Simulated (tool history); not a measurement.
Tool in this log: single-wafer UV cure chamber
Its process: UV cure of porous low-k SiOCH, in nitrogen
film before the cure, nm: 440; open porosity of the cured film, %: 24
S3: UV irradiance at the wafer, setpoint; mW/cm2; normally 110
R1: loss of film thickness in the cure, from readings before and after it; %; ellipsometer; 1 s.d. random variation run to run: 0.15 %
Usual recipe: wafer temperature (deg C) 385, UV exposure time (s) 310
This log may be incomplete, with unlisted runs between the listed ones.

{"run": 1, "hour": 0.0, "wafer temperature (deg C)": 385, "UV exposure time (s)": 310, "S3": 110, "R1": 13.333}
{"run": 2, "hour": 39.3, "wafer temperature (deg C)": 385, "UV exposure time (s)": 310, "S3": 110, "R1": 13.562}
{"run": 3, "hour": 73.1, "wafer temperature (deg C)": 385, "UV exposure time (s)": 310, "S3": 110, "R1": 13.246}
{"run": 4, "hour": 97.5, "wafer temperature (deg C)": 385, "UV exposure time (s)": 310, "S3": 110, "R1": 13.382}
{"run": 5, "hour": 153.6, "wafer temperature (deg C)": 385, "UV exposure time (s)": 310, "S3": 110, "R1": 13.506}
{"run": 6, "hour": 192.4, "wafer temperature (deg C)": 385, "UV exposure time (s)": 310, "S3": 110, "R1": 13.379}
{"run": 7, "hour": 242.3, "wafer temperature (deg C)": 385, "UV exposure time (s)": 310, "S3": 110, "R1": 13.272}
{"hour": 257.1, "done": "quartz window cleaned"}
{"run": 8, "hour": 298.7, "wafer temperature (deg C)": 385, "UV exposure time (s)": 310, "S3": 110, "R1": 13.224}
{"run": 9, "hour": 346.8, "wafer temperature (deg C)": 385, "UV exposure time (s)": 310, "S3": 137, "R1": 14.311}
{"run": 10, "hour": 390.2, "wafer temperature (deg C)": 385, "UV exposure time (s)": 310, "S3": 110, "R1": 13.327}
{"run": 11, "hour": 437.2, "wafer temperature (deg C)": 385, "UV exposure time (s)": 310, "S3": 110, "R1": 13.091}
{"run": 12, "hour": 484.4, "wafer temperature (deg C)": 385, "UV exposure time (s)": 310, "S3": 110, "R1": 12.99}
{"run": 13, "hour": 531.5, "wafer temperature (deg C)": 385, "UV exposure time (s)": 310, "S3": 110, "R1": 12.92}
{"hour": 550.9, "done": "quartz window cleaned"}
{"run": 14, "hour": 586.7, "wafer temperature (deg C)": 399, "UV exposure time (s)": 310, "S3": 110, "R1": 13.235}
{"run": 15, "hour": 643.2, "wafer temperature (deg C)": 399, "UV exposure time (s)": 310, "S3": 110, "R1": 13.467}
{"run": 16, "hour": 674.8, "wafer temperature (deg C)": 399, "UV exposure time (s)": 310, "S3": 110, "R1": 13.074}
{"run": 17, "hour": 704.4, "wafer temperature (deg C)": 385, "UV exposure time (s)": 310, "S3": 110, "R1": 12.708}
{"run": 18, "hour": 732.7, "wafer temperature (deg C)": 385, "UV exposure time (s)": 310, "S3": 110, "R1": 13.029}
{"run": 19, "hour": 798.6, "wafer temperature (deg C)": 385, "UV exposure time (s)": 310, "S3": 110, "R1": 12.731}
{"run": 20, "hour": 867.8, "wafer temperature (deg C)": 385, "UV exposure time (s)": 310, "S3": 110, "R1": 12.755}
{"hour": 936.2, "done": "quartz window cleaned"}
{"run": 21, "hour": 1022.6, "wafer temperature (deg C)": 394, "UV exposure time (s)": 310, "S3": 110, "R1": 12.778}
{"run": 22, "hour": 1094.4, "wafer temperature (deg C)": 396, "UV exposure time (s)": 310, "S3": 110, "R1": 12.912}
{"run": 23, "hour": 1164.0, "wafer temperature (deg C)": 376, "UV exposure time (s)": 475, "S3": 122, "R1": 14.922}
{"run": 24, "hour": 1202.5, "wafer temperature (deg C)": 385, "UV exposure time (s)": 310, "S3": 110, "R1": 12.677}
{"run": 25, "hour": 1229.6, "wafer temperature (deg C)": 370, "UV exposure time (s)": 395, "S3": 110, "R1": 13.253}
{"hour": 1239.5, "done": "UV bulbs replaced"}
{"run": 26, "hour": 1261.3, "wafer temperature (deg C)": 385, "UV exposure time (s)": 395, "S3": 132, "R1": 15.735}
{"hour": 1273.0, "done": "quartz window cleaned"}
{"run": 27, "hour": 1299.6, "wafer temperature (deg C)": 375, "UV exposure time (s)": 445, "S3": 110, "R1": 15.247}
{"run": 28, "hour": 1332.3, "wafer temperature (deg C)": 366, "UV exposure time (s)": 250, "S3": 110, "R1": 11.954}
{"run": 29, "hour": 1378.0, "wafer temperature (deg C)": 385, "UV exposure time (s)": 450, "S3": 110, "R1": 15.241}
{"run": 30, "hour": 1411.9, "wafer temperature (deg C)": 385, "UV exposure time (s)": 310, "S3": 110, "R1": 13.233}
{"run": 31, "hour": 1437.7, "wafer temperature (deg C)": 371, "UV exposure time (s)": 440, "S3": 110, "R1": 14.982}
{"run": 32, "hour": 1491.4, "wafer temperature (deg C)": 403, "UV exposure time (s)": 310, "S3": 110, "R1": 13.773}
{"hour": 1562.1, "done": "quartz window cleaned"}
{"run": 33, "hour": 1567.3, "wafer temperature (deg C)": 385, "UV exposure time (s)": 310, "S3": 110, "R1": 13.073}
{"run": 34, "hour": 1591.6, "wafer temperature (deg C)": 374, "UV exposure time (s)": 310, "S3": 73, "R1": 11.041}
{"run": 35, "hour": 1649.8, "wafer temperature (deg C)": 385, "UV exposure time (s)": 310, "S3": 110, "R1": 13.379}
{"run": 36, "hour": 1675.4, "wafer temperature (deg C)": 379, "UV exposure time (s)": 265, "S3": 110, "R1": 12.408}

Had the tool no unlogged condition, and each run kept its random variation, what would the results have been?
Hidden state present: lamp output below its setpoint, %; transmission lost against a clean window, %.
run=1 R1=13.628
run=2 R1=13.888
run=3 R1=13.586
run=4 R1=13.741
run=5 R1=13.907
run=6 R1=13.801
run=7 R1=13.724
run=8 R1=13.713
run=9 R1=14.842
run=10 R1=13.883
run=11 R1=13.669
run=12 R1=13.597
run=13 R1=13.556
run=14 R1=13.915
run=15 R1=14.201
run=16 R1=13.809
run=17 R1=13.455
run=18 R1=13.815
run=19 R1=13.548
run=20 R1=13.624
run=21 R1=13.757
run=22 R1=13.954
run=23 R1=16.038
run=24 R1=13.798
run=25 R1=14.389
run=26 R1=15.897
run=27 R1=15.433
run=28 R1=12.147
run=29 R1=15.475
run=30 R1=13.479
run=31 R1=15.257
run=32 R1=14.076
run=33 R1=13.414
run=34 R1=11.385
run=35 R1=13.783
run=36 R1=12.819
